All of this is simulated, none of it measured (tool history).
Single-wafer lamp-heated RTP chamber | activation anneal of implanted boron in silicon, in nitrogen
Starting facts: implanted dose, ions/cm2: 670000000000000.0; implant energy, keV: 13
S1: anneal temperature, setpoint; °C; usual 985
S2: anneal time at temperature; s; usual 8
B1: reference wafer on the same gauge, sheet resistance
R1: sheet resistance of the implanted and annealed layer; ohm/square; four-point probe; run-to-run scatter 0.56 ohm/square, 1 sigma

{"run": 1, "day": 0.0, "S1": 985, "S2": 11, "B1": 180.03, "R1": 193.2}
{"run": 2, "day": 1.004, "S1": 985, "S2": 7, "B1": 179.94, "R1": 194.81}
{"run": 3, "day": 1.504, "S1": 985, "S2": 7, "B1": 180.17, "R1": 195.42}
{"run": 4, "day": 2.921, "S1": 985, "S2": 7, "B1": 179.98, "R1": 195.54}
{"run": 5, "day": 4.504, "S1": 985, "S2": 8, "B1": 179.84, "R1": 195.09}
{"run": 6, "day": 5.1, "S1": 985, "S2": 8, "B1": 180.08, "R1": 194.98}
{"run": 7, "day": 5.892, "S1": 985, "S2": 8, "B1": 179.99, "R1": 195.02}
{"run": 8, "day": 7.192, "S1": 985, "S2": 8, "B1": 179.93, "R1": 198.76}
{"run": 9, "day": 7.862, "S1": 985, "S2": 8, "B1": 180.06, "R1": 196.32}
{"run": 10, "day": 8.588, "S1": 985, "S2": 8, "B1": 179.9, "R1": 196.31}
{"run": 11, "day": 9.358, "S1": 985, "S2": 10, "B1": 179.83, "R1": 195.78}
{"run": 12, "day": 10.358, "S1": 985, "S2": 11, "B1": 180.01, "R1": 195.06}
{"run": 13, "day": 10.896, "S1": 985, "S2": 8, "B1": 179.96, "R1": 195.84}
{"run": 14, "day": 12.354, "S1": 971, "S2": 11, "B1": 179.94, "R1": 205.44}
{"run": 15, "day": 13.775, "S1": 963, "S2": 5, "B1": 179.87, "R1": 219.95}
{"run": 16, "day": 15.233, "S1": 985, "S2": 8, "B1": 180.1, "R1": 195.79}
{"run": 17, "day": 16.521, "S1": 985, "S2": 5, "B1": 180.02, "R1": 200.17}
{"run": 18, "day": 17.608, "S1": 968, "S2": 11, "B1": 179.9, "R1": 210.57}
{"run": 19, "day": 19.046, "S1": 1002, "S2": 12, "B1": 180.08, "R1": 188.48}
{"run": 20, "day": 20.529, "S1": 985, "S2": 12, "B1": 179.96, "R1": 193.89}
{"run": 21, "day": 21.146, "S1": 976, "S2": 11, "B1": 179.85, "R1": 200.75}
{"run": 22, "day": 22.379, "S1": 996, "S2": 11, "B1": 180.03, "R1": 189.07}
{"run": 23, "day": 23.883, "S1": 985, "S2": 11, "B1": 180.04, "R1": 194.09}
{"run": 24, "day": 24.438, "S1": 974, "S2": 11, "B1": 180.01, "R1": 202.48}
{"run": 25, "day": 25.279, "S1": 985, "S2": 8, "B1": 179.96, "R1": 195.3}
{"run": 26, "day": 26.342, "S1": 985, "S2": 8, "B1": 180.0, "R1": 195.42}
{"run": 27, "day": 27.358, "S1": 985, "S2": 8, "B1": 179.89, "R1": 198.0}
{"run": 28, "day": 27.929, "S1": 985, "S2": 8, "B1": 180.06, "R1": 197.21}
{"run": 29, "day": 28.525, "S1": 961, "S2": 11, "B1": 180.01, "R1": 221.47}
{"run": 30, "day": 29.596, "S1": 985, "S2": 8, "B1": 179.99, "R1": 197.31}
{"run": 31, "day": 30.25, "S1": 993, "S2": 4, "B1": 180.19, "R1": 194.06}
{"run": 32, "day": 31.708, "S1": 973, "S2": 8, "B1": 180.06, "R1": 205.86}
{"run": 33, "day": 32.425, "S1": 1006, "S2": 12, "B1": 179.91, "R1": 186.1}
{"run": 34, "day": 33.808, "S1": 968, "S2": 10, "B1": 179.96, "R1": 207.6}
{"run": 35, "day": 37.038, "S1": 985, "S2": 6, "B1": 180.02, "R1": 197.62}
{"run": 36, "day": 37.925, "S1": 960, "S2": 4, "B1": 180.1, "R1": 233.48}

Taken out of this log: 8 entries between the listed runs. Where each belongs, and how the hidden state differs across it:
In the gap between runs 4 and 5: pyrometer window cleaned and pyrometer calibrated (day 4.483)
  wafer temperature error from the tarnished reflector plate, K: 6.29 -> 6.49
  measured minus no-state result, R1: -4.14 -> -4.15 ohm/square
In the gap between runs 7 and 8: reflector plate cleaned (day 6.246)
  wafer temperature error from the tarnished reflector plate, K: 6.6 -> 1.68
  measured minus no-state result, R1: -4.21 -> -1.19 ohm/square
In the gap between runs 16 and 17: reflector plate cleaned (day 15.846)
  wafer temperature error from the tarnished reflector plate, K: 5.7 -> 1.24
  measured minus no-state result, R1: -3.71 -> -0.95 ohm/square
In the gap between runs 17 and 18: gauge calibrated (day 17.246)
  wafer temperature error from the tarnished reflector plate, K: 1.24 -> 2.51
  measured minus no-state result, R1: -0.95 -> -3.24 ohm/square
In the gap between runs 18 and 19: pyrometer window cleaned and pyrometer calibrated (day 18.750)
  wafer temperature error from the tarnished reflector plate, K: 2.51 -> 3.69
  measured minus no-state result, R1: -3.24 -> -0.99 ohm/square
In the gap between runs 26 and 27: reflector plate cleaned (day 26.992)
  wafer temperature error from the tarnished reflector plate, K: 5.78 -> 0.977
  measured minus no-state result, R1: -3.75 -> -0.70 ohm/square
In the gap between runs 33 and 34: pyrometer window cleaned and pyrometer calibrated (day 32.950)
  wafer temperature error from the tarnished reflector plate, K: 4.97 -> 5.38
  measured minus no-state result, R1: -1.04 -> -6.72 ohm/square
In the gap between runs 35 and 36: reflector plate cleaned (day 37.412)
  wafer temperature error from the tarnished reflector plate, K: 5.91 -> 1.21
  measured minus no-state result, R1: -4.03 -> -2.41 ohm/square
